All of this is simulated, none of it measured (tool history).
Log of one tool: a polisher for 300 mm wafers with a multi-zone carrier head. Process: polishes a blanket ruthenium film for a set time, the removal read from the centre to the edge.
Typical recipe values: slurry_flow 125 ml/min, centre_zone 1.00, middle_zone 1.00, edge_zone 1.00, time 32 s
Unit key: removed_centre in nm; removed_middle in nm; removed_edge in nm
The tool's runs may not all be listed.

run,hour,slurry_flow,centre_zone,middle_zone,edge_zone,time,wafers since the last listed run,wafers polished on this pad,hours since the slurry nozzle was cleaned,hours since the centre zone pressure was calibrated,hours since the edge zone pressure was calibrated,hours since the carrier head's membrane was replaced,"incoming thickness of the incoming film, nm",removed_centre,removed_middle,removed_edge
1,0.0,150,1.00,1.00,1.00,32,0,8758,51.3,441.6,31.1,257.1,570.0,28.4,28.2,27.6
# hour 16.1: worn pad replaced by a new one
2,72.7,150,1.00,1.00,1.00,32,1017,837,124.0,514.3,103.8,329.8,565.6,30.0,29.6,29.7
3,180.3,90,1.00,1.00,1.00,32,1593,2430,231.6,621.9,211.4,437.4,567.4,27.4,26.8,27.1
4,272.6,125,1.00,1.00,1.00,32,1366,3796,323.9,714.2,303.7,529.7,579.2,28.2,27.8,28.2
# hour 300.0: centre zone pressure recalibrated
5,333.0,140,1.00,1.04,1.00,32,864,4661,384.3,33.0,364.1,590.1,572.6,28.4,28.6,27.7
6,409.3,125,1.00,1.00,1.05,29,1129,5791,460.6,109.3,440.4,666.4,569.4,25.4,24.7,25.6
7,477.5,125,0.89,1.00,1.00,32,1009,6800,528.8,177.5,508.6,734.6,581.9,24.6,27.1,26.9
8,525.3,100,0.97,1.00,1.00,32,707,7508,576.6,225.3,556.4,782.4,576.4,25.8,26.2,26.8
# hour 546.0: slurry nozzle cleaned
9,566.4,125,1.00,1.11,1.00,32,593,8102,20.4,266.4,597.5,823.5,575.6,28.1,28.9,27.4
# hour 587.5: worn pad replaced by a new one
10,670.9,125,1.00,1.00,1.04,21,1487,1234,124.9,370.9,702.0,928.0,581.5,19.1,19.3,19.2
# hour 680.8: edge zone pressure recalibrated
11,771.4,125,1.04,1.00,1.00,29,1458,2693,225.4,471.4,90.6,1028.5,571.5,26.9,25.8,25.9
# hour 892.4: carrier head's membrane replaced by a new one, of another model than before
# hour 920.4: centre zone pressure recalibrated
12,1060.2,150,1.00,1.08,1.00,32,4172,6865,514.2,139.8,379.4,167.8,576.0,28.8,28.7,27.6
13,1119.1,90,0.95,1.07,0.90,32,872,7737,573.1,198.7,438.3,226.7,582.4,24.3,26.6,25.7
# hour 1169.2: worn pad replaced by a new one
14,1193.3,125,1.00,1.00,1.00,32,1039,357,647.3,272.9,512.5,300.9,572.4,30.4,28.9,29.0
15,1232.5,125,1.00,1.00,1.00,32,580,937,686.5,312.1,551.7,340.1,568.7,29.1,29.3,29.3
# hour 1245.6: slurry nozzle cleaned
# hour 1246.4: edge zone pressure recalibrated
16,1335.0,125,0.88,1.00,1.00,32,1490,2428,89.4,414.6,88.6,442.6,567.3,23.5,28.3,28.6
17,1410.9,125,0.89,1.00,1.00,32,1123,3552,165.3,490.5,164.5,518.5,566.3,23.7,27.8,28.1
18,1474.7,85,0.93,1.00,1.09,32,944,4496,229.1,554.3,228.3,582.3,581.1,23.9,26.3,27.4
19,1529.0,125,1.00,1.00,1.00,32,803,5300,283.4,608.6,282.6,636.6,573.3,27.6,27.9,27.3
20,1575.5,140,1.00,1.05,1.00,32,688,5988,329.9,655.1,329.1,683.1,575.4,28.6,28.5,27.9
# hour 1600.7: centre zone pressure recalibrated
21,1655.2,125,0.91,1.00,1.00,38,1150,7139,409.6,54.5,408.8,762.8,564.9,28.5,32.7,33.0
22,1723.0,110,1.09,1.00,1.08,32,1003,8143,477.4,122.3,476.6,830.6,582.0,31.5,26.8,28.0
23,1845.5,110,1.05,1.00,1.10,29,1813,9956,599.9,244.8,599.1,953.1,570.0,26.4,24.1,24.8

Here are 3 independent what-if runs from the current tool condition. What would each one return?
A,1845.9,125,1.00,1.00,0.97,32,5,9962,600.3,245.2,599.5,953.5,568.5,?,?,?
B,1845.9,125,0.94,1.00,1.00,32,5,9962,600.3,245.2,599.5,953.5,568.5,?,?,?
C,1845.9,125,0.95,1.00,1.00,42,5,9962,600.3,245.2,599.5,953.5,568.5,?,?,?

run,removed_centre,removed_middle,removed_edge
A,27.5,27.5,27.4
B,25.0,27.5,27.6
C,33.4,36.1,36.3
With no hidden state in the tool, these same runs would have given:
run,removed_centre,removed_middle,removed_edge
A,30.1,30.0,30.0
B,27.4,30.1,30.2
C,36.5,39.4,39.7
